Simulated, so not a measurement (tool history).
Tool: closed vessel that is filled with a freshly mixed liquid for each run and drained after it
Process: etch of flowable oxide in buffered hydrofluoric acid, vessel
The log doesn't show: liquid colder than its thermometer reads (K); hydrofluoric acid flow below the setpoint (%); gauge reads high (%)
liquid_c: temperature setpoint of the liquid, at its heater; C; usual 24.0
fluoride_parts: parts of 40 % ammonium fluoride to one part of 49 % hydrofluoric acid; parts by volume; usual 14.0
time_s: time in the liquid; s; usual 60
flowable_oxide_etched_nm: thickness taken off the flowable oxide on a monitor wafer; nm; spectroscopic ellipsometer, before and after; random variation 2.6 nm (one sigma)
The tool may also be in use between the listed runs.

run     day  liquid_c  fluoride_parts  time_s  wafers since the last listed run  hours since the thermometer was replaced  hours since the hydrofluoric acid flow meter was replaced  hours since the gauge calibration  read-back film thickness of the flowable oxide reference wafer, read on the same gauge (nm)  flowable_oxide_etched_nm
  1   0.000      24.0            14.0      60                                 0                                    1897.5                                                      181.3                              582.7                                                                                        69.97                    262.74
      0.546  -- gauge calibrated
  2   1.204      24.0            14.0      60                              3794                                    1926.4                                                      210.2                               15.8                                                                                        69.98                    261.54
  3   2.158      24.0            14.0      60                              3007                                    1949.3                                                      233.1                               38.7                                                                                        69.97                    263.74
  4   2.808      24.0            14.0      60                              2048                                    1964.9                                                      248.7                               54.3                                                                                        70.02                    261.57
  5   4.267      24.0            14.0      85                              4595                                    1999.9                                                      283.7                               89.3                                                                                        69.96                    379.64
  6   5.600      24.0            11.5      60                              4202                                    2031.9                                                      315.7                              121.3                                                                                        70.03                    324.48
  7   6.346      24.0            11.5      60                              2350                                    2049.8                                                      333.6                              139.2                                                                                        69.95                    324.28
  8   7.288      24.0            11.5      60                              2967                                    2072.4                                                      356.2                              161.8                                                                                        70.05                    316.70
  9   7.971      24.0            14.0      60                              2153                                    2088.8                                                      372.6                              178.2                                                                                        69.97                    267.02
 10   9.371      24.0            14.0      60                              4412                                    2122.4                                                      406.2                              211.8                                                                                        70.01                    266.42
 11  10.221      24.0            15.5      60                              2678                                    2142.8                                                      426.6                              232.2                                                                                        69.99                    237.92
 12  10.729      24.0            15.5      60                              1602                                    2155.0                                                      438.8                              244.4                                                                                        69.99                    238.15
 13  11.683      20.0            14.0      60                              3007                                    2177.9                                                      461.7                              267.3                                                                                        69.99                    214.05
 14  13.021      24.0            14.0      60                              4215                                    2210.0                                                      493.8                              299.4                                                                                        70.04                    262.56
 15  14.188      24.0            14.0      60                              3676                                    2238.0                                                      521.8                              327.4                                                                                        69.98                    264.29
 16  15.029      26.5            14.0      60                              2652                                    2258.2                                                      542.0                              347.6                                                                                        70.01                    303.49
 17  16.350      24.0            12.0      60                              4162                                    2289.9                                                      573.7                              379.3                                                                                        69.99                    306.18
 18  16.854      24.0            11.0      70                              1588                                    2302.0                                                      585.8                              391.4                                                                                        69.97                    393.62
 19  18.229      24.0            11.5      45                              4333                                    2335.0                                                      618.8                              424.4                                                                                        70.01                    244.17
     18.875  -- thermometer replaced
 20  18.896      24.0            12.0      30                              1969                                       0.5                                                      634.8                              440.4                                                                                        70.00                    151.60
     19.654  -- hydrofluoric acid flow meter replaced
 21  20.242      24.0            14.0      60                              4110                                      32.8                                                       14.1                              472.7                                                                                        69.98                    261.31
 22  21.358      24.0            14.0      60                              3519                                      59.6                                                       40.9                              499.5                                                                                        69.95                    263.27
     22.333  -- gauge calibrated
 23  22.838      22.5            14.0      60                              4661                                      95.1                                                       76.4                               12.1                                                                                        70.01                    247.59
 24  24.233      29.0            17.5      85                              4398                                     128.6                                                      109.9                               45.6                                                                                        70.01                    391.14
 25  25.450      24.0            14.0      60                              3834                                     157.8                                                      139.1                               74.8                                                                                        70.01                    263.11
 26  26.058      24.0            17.5      60                              1917                                     172.4                                                      153.7                               89.4                                                                                        70.00                    213.54
 27  26.858      27.0            14.0      60                              2521                                     191.6                                                      172.9                              108.6                                                                                        69.94                    306.89
 28  27.992      24.0            14.0      60                              3571                                     218.8                                                      200.1                              135.8                                                                                        69.95                    265.94
 29  28.679      24.0            14.0      60                              2166                                     235.3                                                      216.6                              152.3                                                                                        70.02                    261.34
 30  29.958      24.0            14.0      60                              4031                                     266.0                                                      247.3                              183.0                                                                                        70.00                    265.53
 31  31.433      26.5            16.0      80                              4648                                     301.4                                                      282.7                              218.4                                                                                        70.03                    354.18
 32  32.233      19.0            18.5      80                              2521                                     320.6                                                      301.9                              237.6                                                                                        70.03                    206.48

Hidden state at the last listed run before each entry between runs and at the first one after, where it differs:
Between runs 1 and 2: gauge calibrated (day 0.546)
  no hidden state differs between the two runs
Between runs 19 and 20: thermometer replaced (day 18.875)
  no hidden state differs between the two runs
Between runs 20 and 21: hydrofluoric acid flow meter replaced (day 19.654)
  no hidden state differs between the two runs
Between runs 22 and 23: gauge calibrated (day 22.333)
  no hidden state differs between the two runs

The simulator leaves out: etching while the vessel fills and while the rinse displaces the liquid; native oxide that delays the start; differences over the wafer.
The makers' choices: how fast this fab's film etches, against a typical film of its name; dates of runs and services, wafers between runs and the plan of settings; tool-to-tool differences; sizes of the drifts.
